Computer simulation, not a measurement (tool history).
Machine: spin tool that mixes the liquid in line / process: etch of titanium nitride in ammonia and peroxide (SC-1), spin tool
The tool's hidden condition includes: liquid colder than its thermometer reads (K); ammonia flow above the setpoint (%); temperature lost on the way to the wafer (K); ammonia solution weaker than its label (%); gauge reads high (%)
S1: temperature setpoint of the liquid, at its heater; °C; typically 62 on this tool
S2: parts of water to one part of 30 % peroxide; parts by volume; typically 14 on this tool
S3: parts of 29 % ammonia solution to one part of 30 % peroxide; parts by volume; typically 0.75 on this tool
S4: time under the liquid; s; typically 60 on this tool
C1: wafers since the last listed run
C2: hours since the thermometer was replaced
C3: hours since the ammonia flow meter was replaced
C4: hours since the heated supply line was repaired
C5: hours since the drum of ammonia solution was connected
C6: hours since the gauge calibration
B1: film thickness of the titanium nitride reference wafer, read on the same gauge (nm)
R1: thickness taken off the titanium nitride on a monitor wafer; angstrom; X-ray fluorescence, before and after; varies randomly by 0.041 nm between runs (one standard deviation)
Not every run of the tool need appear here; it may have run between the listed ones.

run    hour    S1    S2    S3  S4   C1      C2      C3      C4      C5      C6       B1      R1
  1       0    62    14  0.75  60    0  2513.9  1023.8   959.8   853.5  1922.7  139.958    46.4
  2   105.5    62    14  0.75  60  783  2619.4  1129.3  1065.3     959  2028.2  139.983   45.31
  3   186.4    62    14  0.75  60  600  2700.3  1210.2  1146.2  1039.9  2109.1  140.041   45.45
  4   223.9    62    14  0.75  60  278  2737.8  1247.7  1183.7  1077.4  2146.6  140.001   45.15
      282.7  -- thermometer replaced
      289.4  -- new drum of ammonia solution connected
  5   318.1    62    14  0.75  45  684    35.4  1341.9  1277.9    28.7  2240.8  139.986    34.4
      387.6  -- heated supply line repaired
  6   426.1    62    14  0.75  80  794   143.4  1449.9    38.5   136.7  2348.8  139.933   64.74
      434.4  -- ammonia flow meter replaced
  7   512.8  65.5    14  0.75  60  636   230.1    78.4   125.2   223.4  2435.5  139.982   59.84
  8   596.9    62    14  0.75  60  624   314.2   162.5   209.3   307.5  2519.6  139.962   48.38
  9   680.2    62    14   0.9  30  618   397.5   245.8   292.6   390.8  2602.9  140.019   24.47
 10   725.6    62    14   0.9  35  337   442.9   291.2     338   436.2  2648.3  139.965   28.45
 11   840.9  69.5    20  1.05  50  856   558.2   406.5   453.3   551.5  2763.6  140.034   56.03
 12   899.6    62     9  0.75  60  436   616.9   465.2     512   610.2  2822.3  139.987   59.56
 13   946.5    62    14  0.75  60  348   663.8   512.1   558.9   657.1  2869.2  139.979   47.11
 14  1003.5    62    14  0.75  60  423   720.8   569.1   615.9   714.1  2926.2  140.006   47.35
 15  1093.4    52    14  0.75  60  667   810.7     659   705.8     804  3016.1  139.978   23.77
     1097.3  -- gauge calibrated
 16  1156.1    70    12  0.85  90  465   873.4   721.7   768.5   866.7    58.8  139.976  129.24
 17  1216.9    68    14  0.75  85  451   934.2   782.5   829.3   927.5   119.6  139.999   96.01
       1275  -- new drum of ammonia solution connected
 18    1322    55  17.5  0.75  50  773  1039.3   887.6   934.4      47   224.7  140.031   21.22
 19  1409.2    62  11.5  0.75  80  647  1126.5   974.8  1021.6   134.2   311.9  140.025   67.03
     1467.3  -- heated supply line repaired
 20  1493.1    62    14  0.75  75  615  1210.4  1058.7    25.8   218.1   395.8  139.952   60.56
 21  1536.6    55    14  0.95  90  323  1253.9  1102.2    69.3   261.6   439.3  140.006   47.42
 22  1616.5    62    14  0.75  60  593  1333.8  1182.1   149.2   341.5   519.2  140.001   48.65
 23  1691.8  68.5  18.5  0.65  60  559  1409.1  1257.4   224.5   416.8   594.5   140.06   60.78

Branching from run 23: 5 alternative next runs. What would each branch give?
  A  1692.2    62   14  0.85  60   2  1409.5  1257.8  224.9  417.2  594.9   ?   ?
  B  1692.2    62   14   0.6  60   2  1409.5  1257.8  224.9  417.2  594.9   ?   ?
  C  1692.2  56.5   14  0.75  60   2  1409.5  1257.8  224.9  417.2  594.9   ?   ?
  D  1692.2    62   14  0.35  60   2  1409.5  1257.8  224.9  417.2  594.9   ?   ?
  E  1692.2    62  9.5  0.75  85   2  1409.5  1257.8  224.9  417.2  594.9   ?   ?

run       B1     R1
  A  140.022  48.49
  B  140.022  45.66
  C  140.022  33.02
  D  140.022   41.4
  E  140.022   82.3
The same runs, with their run-to-run variation unchanged, on a tool lacking any hidden condition would have given:
run     R1
  A  49.61
  B  46.71
  C  33.81
  D  42.35
  E  84.19
